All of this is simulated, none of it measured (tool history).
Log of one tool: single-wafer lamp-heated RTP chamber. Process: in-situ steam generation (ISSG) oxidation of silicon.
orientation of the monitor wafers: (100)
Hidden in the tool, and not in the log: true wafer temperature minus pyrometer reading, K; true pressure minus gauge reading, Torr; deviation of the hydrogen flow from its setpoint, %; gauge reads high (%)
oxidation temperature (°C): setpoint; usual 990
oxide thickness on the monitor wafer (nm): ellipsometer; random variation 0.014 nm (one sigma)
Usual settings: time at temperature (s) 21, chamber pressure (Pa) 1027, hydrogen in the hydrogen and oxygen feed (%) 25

run	day	oxidation temperature (°C)	time at temperature (s)	chamber pressure (Pa)	hydrogen in the hydrogen and oxygen feed (%)	wafers since the last listed run	wafers since the last pyrometer calibration	hours since the pressure gauge was zeroed	hours since the hydrogen flow controller was replaced	hours since the gauge calibration	read-back reference wafer on the same gauge, thickness	oxide thickness on the monitor wafer (nm)
1	0	990	21	1027	25	0	3661	3343.2	6793.1	685.8	4.958	5.145
2	1.3	990	21	1027	25	543	4205	3374.4	6824.3	717	4.962	5.173
3	2.717	990	21	1027	29	592	4798	3408.4	6858.3	751	4.952	5.414
4	5.488	990	21	1027	29	1159	5957	3474.9	6924.8	817.5	4.959	5.419
# day 6.362: pressure gauge zeroed
5	7.129	990	21	1027	25	547	6505	18.4	6964.2	856.9	4.958	5.229
# day 8.438: pyrometer window cleaned and pyrometer calibrated
6	9.788	990	21	1027	25	972	565	82.2	7028	920.7	4.954	5.129
7	11.429	990	21	1027	25	686	1251	121.6	7067.4	960.1	4.958	5.149
8	12.825	990	21	1027	25	584	1835	155.1	7100.9	993.6	4.955	5.173
9	14.846	990	21	1027	25	845	2681	203.6	7149.4	1042.1	4.959	5.12
10	17.262	990	21	1027	25	1011	3692	261.6	7207.4	1100.1	4.952	5.181
11	18.867	990	14	1027	25	671	4363	300.1	7245.9	1138.6	4.966	4.331
12	20.212	1004	21	1147	25	563	4926	332.4	7278.2	1170.9	4.957	5.491
13	22.971	1003	21	920	32	1154	6080	398.6	7344.4	1237.1	4.961	5.897
14	25.388	990	27	920	25	1011	7092	456.6	7402.4	1295.1	4.96	5.893
# day 27.429: pyrometer window cleaned and pyrometer calibrated
15	27.483	1009	21	947	30	737	21	506.9	7452.7	1345.4	4.964	5.827
16	29.046	996	15	1213	22	653	675	544.4	7490.2	1382.9	4.957	4.349
17	30.779	990	28	920	25	725	1400	586	7531.8	1424.5	4.958	5.851
18	33.238	1007	21	1027	32	1028	2429	645	7590.8	1483.5	4.964	5.875
19	35.233	976	16	920	25	835	3264	692.9	7638.7	1531.4	4.958	4.357
# day 37.125: hydrogen flow controller replaced
20	37.146	976	21	1160	32	660	3925	738.8	0.5	1577.3	4.958	5.179
# day 39.212: gauge calibrated
21	39.658	990	27	1027	32	1051	4976	799.1	60.8	10.7	4.965	6.223
22	41.154	990	23	920	25	625	5602	835	96.7	46.6	4.96	5.404
23	42.783	990	21	1027	18	681	6283	874.1	135.8	85.7	4.969	4.841
24	43.85	990	21	1027	25	446	6730	899.7	161.4	111.3	4.96	5.223
# day 45.746: pyrometer window cleaned and pyrometer calibrated
25	46.362	990	23	1027	25	911	258	960	221.7	171.6	4.962	5.377
26	48.771	990	21	1027	25	1007	1266	1017.8	279.5	229.4	4.955	5.137
27	50.175	996	27	973	25	587	1853	1051.5	313.2	263.1	4.955	5.936
28	52.008	990	21	1027	25	767	2620	1095.5	357.2	307.1	4.965	5.138
29	53.662	983	21	1027	25	692	3313	1135.2	396.9	346.8	4.955	5.024
30	56.2	990	21	1027	25	1061	4374	1196.1	457.8	407.7	4.955	5.204
31	57.358	1009	21	1027	28	484	4859	1223.9	485.6	435.5	4.965	5.77
32	59.662	990	21	1027	25	964	5823	1279.2	540.9	490.8	4.967	5.201

Forecast each of these 3 alternatives for the next run:
A	59.679	990	21	1027	25	6	5830	1279.6	541.3	491.2	?	?
B	59.679	990	21	920	32	6	5830	1279.6	541.3	491.2	?	?
C	59.679	990	15	1027	16	6	5830	1279.6	541.3	491.2	?	?

run	read-back reference wafer on the same gauge, thickness	oxide thickness on the monitor wafer (nm)
A	4.958	5.207
B	4.958	5.56
C	4.958	4.023
Without the tool's hidden state the same runs would have given:
run	oxide thickness on the monitor wafer (nm)
A	5.131
B	5.479
C	3.97

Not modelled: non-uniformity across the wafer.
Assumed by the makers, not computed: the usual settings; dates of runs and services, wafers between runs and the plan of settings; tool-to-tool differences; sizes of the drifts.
